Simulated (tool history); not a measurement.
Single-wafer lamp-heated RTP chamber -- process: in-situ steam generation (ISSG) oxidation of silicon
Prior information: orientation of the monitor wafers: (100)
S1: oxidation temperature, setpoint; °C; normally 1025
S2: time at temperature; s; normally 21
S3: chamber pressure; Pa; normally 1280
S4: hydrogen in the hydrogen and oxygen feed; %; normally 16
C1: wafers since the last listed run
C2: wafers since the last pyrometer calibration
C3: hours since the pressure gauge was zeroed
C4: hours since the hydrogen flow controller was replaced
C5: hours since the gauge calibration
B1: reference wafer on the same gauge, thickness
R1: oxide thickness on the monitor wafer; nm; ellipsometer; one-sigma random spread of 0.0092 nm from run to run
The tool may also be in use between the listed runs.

run 1 hour=0 | S1=1025 S2=21 S3=1280 S4=11 | C1=0 C2=1892 C3=4365.6 C4=4432.2 C5=578.7 | B1=5.969 | R1=5.688
run 2 hour=64.2 | S1=1025 S2=21 S3=1280 S4=11 | C1=637 C2=2529 C3=4429.8 C4=4496.4 C5=642.9 | B1=5.97 | R1=5.684
run 3 hour=129.2 | S1=1025 S2=21 S3=1280 S4=11 | C1=645 C2=3174 C3=4494.8 C4=4561.4 C5=707.9 | B1=5.97 | R1=5.697
run 4 hour=176.8 | S1=1025 S2=21 S3=1280 S4=16 | C1=472 C2=3647 C3=4542.4 C4=4609 C5=755.5 | B1=5.971 | R1=6.158
run 5 hour=257.3 | S1=1025 S2=21 S3=1280 S4=16 | C1=798 C2=4446 C3=4622.9 C4=4689.5 C5=836 | B1=5.969 | R1=6.148
run 6 hour=315 | S1=1025 S2=21 S3=1280 S4=16 | C1=572 C2=5018 C3=4680.6 C4=4747.2 C5=893.7 | B1=5.97 | R1=6.16
-- hour=362.1 pressure gauge zeroed
run 7 hour=379.8 | S1=1036 S2=21 S3=1280 S4=16 | C1=563 C2=5582 C3=17.7 C4=4812 C5=958.5 | B1=5.97 | R1=6.511
-- hour=659.2 hydrogen flow controller replaced
run 8 hour=694.7 | S1=1025 S2=21 S3=1280 S4=16 | C1=3045 C2=8628 C3=332.6 C4=35.5 C5=1273.4 | B1=5.97 | R1=6.177
run 9 hour=745.2 | S1=1013 S2=18 S3=1280 S4=16 | C1=501 C2=9129 C3=383.1 C4=86 C5=1323.9 | B1=5.971 | R1=5.415
-- hour=755.1 pyrometer window cleaned and pyrometer calibrated
-- hour=816 gauge calibrated
run 10 hour=830.4 | S1=1025 S2=21 S3=1280 S4=22 | C1=766 C2=746 C3=468.3 C4=171.2 C5=14.4 | B1=5.969 | R1=6.558
run 11 hour=903.3 | S1=1037 S2=15 S3=1280 S4=24 | C1=723 C2=1470 C3=541.2 C4=244.1 C5=87.3 | B1=5.969 | R1=6.008
run 12 hour=1001.2 | S1=1025 S2=26 S3=1187 S4=20 | C1=971 C2=2441 C3=639.1 C4=342 C5=185.2 | B1=5.968 | R1=7.253
run 13 hour=1081.6 | S1=1025 S2=21 S3=1280 S4=12 | C1=797 C2=3239 C3=719.5 C4=422.4 C5=265.6 | B1=5.972 | R1=5.795
run 14 hour=1141 | S1=1009 S2=21 S3=1227 S4=21 | C1=589 C2=3829 C3=778.9 C4=481.8 C5=325 | B1=5.97 | R1=6.085

Alternative continuations, all from the tool just after run 14; predict every row:
run A hour=1141.5 | S1=1025 S2=21 S3=1280 S4=16 | C1=4 C2=3834 C3=779.4 C4=482.3 C5=325.5 | B1=? | R1=?
run B hour=1141.5 | S1=1025 S2=21 S3=1360 S4=20 | C1=4 C2=3834 C3=779.4 C4=482.3 C5=325.5 | B1=? | R1=?
run C hour=1141.5 | S1=1025 S2=21 S3=1280 S4=24 | C1=4 C2=3834 C3=779.4 C4=482.3 C5=325.5 | B1=? | R1=?
run D hour=1141.5 | S1=1020 S2=21 S3=1280 S4=13 | C1=4 C2=3834 C3=779.4 C4=482.3 C5=325.5 | B1=? | R1=?
run E hour=1141.5 | S1=1042 S2=21 S3=1280 S4=13 | C1=4 C2=3834 C3=779.4 C4=482.3 C5=325.5 | B1=? | R1=?

run=A B1=5.97 R1=6.153
run=B B1=5.97 R1=6.383
run=C B1=5.97 R1=6.715
run=D B1=5.97 R1=5.755
run=E B1=5.97 R1=6.422
Without the tool's hidden state the same runs would have given:
run=A R1=6.115
run=B R1=6.343
run=C R1=6.673
run=D R1=5.72
run=E R1=6.378

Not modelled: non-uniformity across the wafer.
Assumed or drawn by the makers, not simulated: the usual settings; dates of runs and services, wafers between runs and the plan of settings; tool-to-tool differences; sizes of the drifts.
